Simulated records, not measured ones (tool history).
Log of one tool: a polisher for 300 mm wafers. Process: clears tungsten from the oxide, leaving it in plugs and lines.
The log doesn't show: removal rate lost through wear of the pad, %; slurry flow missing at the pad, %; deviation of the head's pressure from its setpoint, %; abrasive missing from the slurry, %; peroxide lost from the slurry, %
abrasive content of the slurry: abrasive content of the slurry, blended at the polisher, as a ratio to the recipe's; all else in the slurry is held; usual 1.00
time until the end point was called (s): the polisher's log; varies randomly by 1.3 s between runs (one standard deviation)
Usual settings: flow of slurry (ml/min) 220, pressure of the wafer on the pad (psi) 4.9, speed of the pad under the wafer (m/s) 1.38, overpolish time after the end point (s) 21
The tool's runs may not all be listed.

run     day  flow of slurry (ml/min)  pressure of the wafer on the pad (psi)  speed of the pad under the wafer (m/s)  abrasive content of the slurry  overpolish time after the end point (s)  wafers since the last listed run  wafers polished on this pad  hours since the slurry nozzle was cleaned  hours since the head pressure was calibrated  hours since the slurry blender was calibrated  hours since the slurry got fresh peroxide  incoming thickness of the incoming film, nm  time until the end point was called (s)
  1   0.000                      220                                     6.2                                    1.38                            1.00                                       21                                 0                         2655                                      457.5                                         187.8                                          132.9                                       55.0                                        439.5                                     54.9
  2   4.088                      220                                     4.9                                    1.38                            1.00                                       21                               608                         3264                                      555.6                                         285.9                                          231.0                                      153.1                                        439.3                                     68.2
  3   6.242                      220                                     4.9                                    1.38                            1.00                                       21                               320                         3585                                      607.3                                         337.6                                          282.7                                      204.8                                        441.0                                     67.6
      7.042  -- worn pad replaced by a new one
      9.150  -- slurry nozzle cleaned
  4   9.404                      220                                     4.9                                    1.38                            1.00                                       14                               439                          345                                        6.1                                         413.5                                          358.6                                      280.7                                        439.4                                     70.1
  5  13.800                      220                                     4.9                                    1.38                            1.00                                       14                               654                          999                                      111.6                                         519.0                                          464.1                                      386.2                                        438.7                                     70.9
  6  15.762                      220                                     4.9                                    1.38                            1.00                                       13                               292                         1291                                      158.7                                         566.1                                          511.2                                      433.3                                        444.1                                     71.5
     18.696  -- slurry blender recalibrated
  7  19.600                      220                                     4.9                                    1.10                            1.00                                       21                               558                         1850                                      250.8                                         658.2                                           21.7                                      525.4                                        444.1                                     93.3
  8  23.288                      220                                     4.9                                    1.38                            1.15                                       21                               548                         2399                                      339.3                                         746.7                                          110.2                                      613.9                                        445.1                                     71.6
  9  25.446                      220                                     4.9                                    1.52                            1.00                                       15                               321                         2720                                      391.1                                         798.5                                          162.0                                      665.7                                        437.8                                     66.4
     26.567  -- slurry tank refilled with fresh slurry and peroxide
 10  27.167                      175                                     4.9                                    1.20                            1.00                                       21                               249                         2970                                      432.4                                         839.8                                          203.3                                       14.4                                        438.3                                     87.1
 11  29.242                      220                                     4.9                                    1.38                            1.15                                       16                               308                         3279                                      482.2                                         889.6                                          253.1                                       64.2                                        438.6                                     73.9
     30.458  -- worn pad replaced by a new one
 12  32.475                      155                                     4.9                                    1.38                            1.00                                       15                               456                          299                                      559.8                                         967.2                                          330.7                                      141.8                                        438.0                                     77.7
     33.833  -- head pressure recalibrated
     34.671  -- slurry nozzle cleaned
 13  36.017                      220                                     4.9                                    1.38                            1.00                                       21                               508                          808                                       32.3                                          52.4                                          415.7                                      226.8                                        442.0                                     64.4
 14  39.883                      220                                     4.9                                    0.94                            1.00                                       28                               575                         1384                                      125.1                                         145.2                                          508.5                                      319.6                                        439.0                                     99.8
 15  41.817                      290                                     4.9                                    1.84                            1.00                                       21                               287                         1671                                      171.5                                         191.6                                          554.9                                      366.0                                        437.6                                     49.0
 16  45.083                      220                                     4.9                                    1.38                            1.00                                       21                               486                         2158                                      249.9                                         270.0                                          633.3                                      444.4                                        445.7                                     66.3
     45.296  -- slurry blender recalibrated
 17  46.638                      175                                     4.9                                    1.20                            1.00                                       21                               218                         2377                                      287.2                                         307.3                                           32.2                                      481.7                                        436.9                                     79.6
 18  52.633                      220                                     4.9                                    1.16                            1.00                                        8                               892                         3269                                      431.1                                         451.2                                          176.1                                      625.6                                        432.0                                     83.3
     56.817  -- slurry tank refilled with fresh slurry and peroxide
     56.825  -- worn pad replaced by a new one
 19  58.267                      255                                     4.2                                    1.16                            1.00                                       21                               831                          214                                      566.3                                         586.4                                          311.3                                       34.8                                        438.3                                     99.2
 20  60.008                      220                                     4.9                                    1.38                            1.00                                       21                               259                          473                                      608.1                                         628.2                                          353.1                                       76.6                                        448.9                                     76.1
     60.383  -- slurry nozzle cleaned
 21  61.767                      220                                     5.9                                    1.08                            1.00                                       21                               255                          729                                       33.2                                         670.4                                          395.3                                      118.8                                        435.4                                     76.0
     68.538  -- head pressure recalibrated
 22  68.558                      220                                     5.4                                    1.84                            0.85                                       32                               998                         1727                                      196.2                                           0.5                                          558.3                                      281.8                                        445.8                                     46.1
     69.329  -- slurry blender recalibrated
 23  71.558                      220                                     4.4                                    1.02                            1.00                                       11                               434                         2162                                      268.2                                          72.5                                           53.5                                      353.8                                        438.7                                    100.1
 24  73.921                      220                                     4.4                                    1.52                            1.00                                       14                               351                         2513                                      324.9                                         129.2                                          110.2                                      410.5                                        442.4                                     70.0
 25  76.738                      220                                     4.9                                    1.38                            1.00                                       21                               419                         2933                                      392.5                                         196.8                                          177.8                                      478.1                                        442.8                                     66.6
 26  80.333                      270                                     4.9                                    1.38                            1.00                                       31                               535                         3468                                      478.8                                         283.1                                          264.1                                      564.4                                        441.6                                     68.8
     80.746  -- slurry tank refilled with fresh slurry and peroxide
     81.550  -- worn pad replaced by a new one
 27  82.238                      220                                     4.9                                    1.38                            1.00                                       21                               252                          102                                      524.5                                         328.8                                          309.8                                       35.8                                        439.4                                     68.1

Give the tool's hidden conditions for every run:
removal rate lost through wear of the pad, %: 0 on each run
slurry flow missing at the pad, %: 0 on each run
abrasive missing from the slurry, %: 0 on each run
peroxide lost from the slurry, %: 0 on each run
H1: deviation of the head's pressure from its setpoint, %
run      H1
  1   -2.41
  2    -3.7
  3   -4.38
  4   -5.38
  5   -6.77
  6   -7.39
  7    -8.6
  8   -9.76
  9   -10.4
 10     -11
 11   -11.6
 12   -12.7
 13  -0.878
 14    -2.1
 15   -2.71
 16   -3.74
 17   -4.23
 18   -6.12
 19   -7.89
 20   -8.44
 21      -9
 22   0.161
 23  -0.785
 24   -1.53
 25   -2.42
 26   -3.55
 27   -4.15

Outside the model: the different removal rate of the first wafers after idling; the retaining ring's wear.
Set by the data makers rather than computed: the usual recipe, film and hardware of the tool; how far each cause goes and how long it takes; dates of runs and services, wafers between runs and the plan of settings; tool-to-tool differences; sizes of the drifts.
